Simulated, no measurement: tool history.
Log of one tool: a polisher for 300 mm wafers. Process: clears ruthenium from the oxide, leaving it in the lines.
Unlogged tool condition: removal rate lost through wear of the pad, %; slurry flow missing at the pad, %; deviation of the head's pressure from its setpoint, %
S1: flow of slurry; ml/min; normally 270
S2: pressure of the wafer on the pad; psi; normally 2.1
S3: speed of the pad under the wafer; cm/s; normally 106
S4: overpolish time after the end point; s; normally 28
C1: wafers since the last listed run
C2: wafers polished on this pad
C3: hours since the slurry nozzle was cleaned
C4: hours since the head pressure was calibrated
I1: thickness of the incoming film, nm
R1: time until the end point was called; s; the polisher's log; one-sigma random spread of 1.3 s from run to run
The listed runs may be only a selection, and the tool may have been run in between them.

run	hour	S1	S2	S3	S4	C1	C2	C3	C4	I1	R1
1	0	270	2.1	106	19	0	169	108.5	218.7	169	129.3
2	33.2	270	2.1	106	19	168	337	141.7	251.9	168.5	129.4
3	69.3	270	2.1	106	19	182	519	177.8	288	170.1	134.1
4	133.3	270	2.1	106	28	323	843	241.8	352	167	134.9
# hour 137: slurry nozzle cleaned
5	160.1	270	2.1	106	28	130	974	23.1	378.8	172.2	133.3
6	192.9	270	2.5	106	28	166	1140	55.9	411.6	171.1	113.7
# hour 212.8: worn pad replaced by a new one
7	231.7	270	2.5	106	28	176	95	94.7	450.4	168	115.6
8	284.6	270	2.1	106	28	267	363	147.6	503.3	168	135.3
9	321.5	270	2.1	106	28	186	550	184.5	540.2	167.4	135.8
10	387.7	200	2.1	106	28	335	885	250.7	606.4	170.2	149.7
# hour 398.4: slurry nozzle cleaned
11	440.3	200	2.1	106	28	261	1146	41.9	659	171.1	142.6
12	466.8	270	2.1	106	28	134	1280	68.4	685.5	166.5	134.3
# hour 500.8: worn pad replaced by a new one
13	526.5	270	2.1	106	28	281	130	128.1	745.2	170.3	138
14	586.4	195	2.1	106	28	303	433	188	805.1	169.6	149.3
15	624.9	270	2.7	140	39	194	628	226.5	843.6	168.4	89.1
# hour 660.6: slurry nozzle cleaned
16	666.7	225	2.8	118	15	206	834	6.1	885.4	171.5	98.8
17	721.4	270	2.1	128	28	276	1111	60.8	940.1	169.7	112.1
# hour 751.8: worn pad replaced by a new one
18	762.8	270	2.1	106	28	189	55	102.2	981.5	170.9	140.2
19	793.1	270	2.1	106	28	153	209	132.5	1011.8	170.2	139
20	824.2	270	2.1	86	28	157	366	163.6	1042.9	171.4	173.2
21	853.7	190	2.4	120	28	149	515	193.1	1072.4	169.4	119.2
# hour 898.2: head pressure recalibrated
22	911.7	270	2.7	106	18	283	799	251.1	13.5	169.8	107.1
# hour 914.9: slurry nozzle cleaned
23	971.3	270	2.1	106	28	296	1095	56.4	73.1	167.1	122
# hour 1011.8: worn pad replaced by a new one
24	1049.9	270	2.1	106	34	377	192	135	151.7	169.8	129.5
25	1105.2	270	2.1	106	41	279	472	190.3	207	169.9	131.9
26	1176.7	270	1.6	106	42	361	834	261.8	278.5	171.4	168.6
# hour 1232.5: slurry nozzle cleaned
27	1244.8	270	2.1	106	28	339	1174	12.3	346.6	170.6	128.5
# hour 1309.4: worn pad replaced by a new one
28	1312.6	270	1.6	128	37	322	16	80.1	414.4	168.8	134.5

5 ways to go on from here, each from the tool as it stands after run 28. What would each give?
A	1313.1	215	2.1	106	28	2	18	80.6	414.9	171.9	?
B	1313.1	270	2.3	126	14	2	18	80.6	414.9	171.9	?
C	1313.1	345	1.5	138	42	2	18	80.6	414.9	171.9	?
D	1313.1	270	2.1	116	36	2	18	80.6	414.9	171.9	?
E	1313.1	270	2.7	106	28	2	18	80.6	414.9	171.9	?

run	R1
A	137
B	104.9
C	129.6
D	121.8
E	108.3
With no hidden state in the tool, these same runs would have given:
run	R1
A	126.6
B	97.3
C	120.8
D	113.1
E	100.5
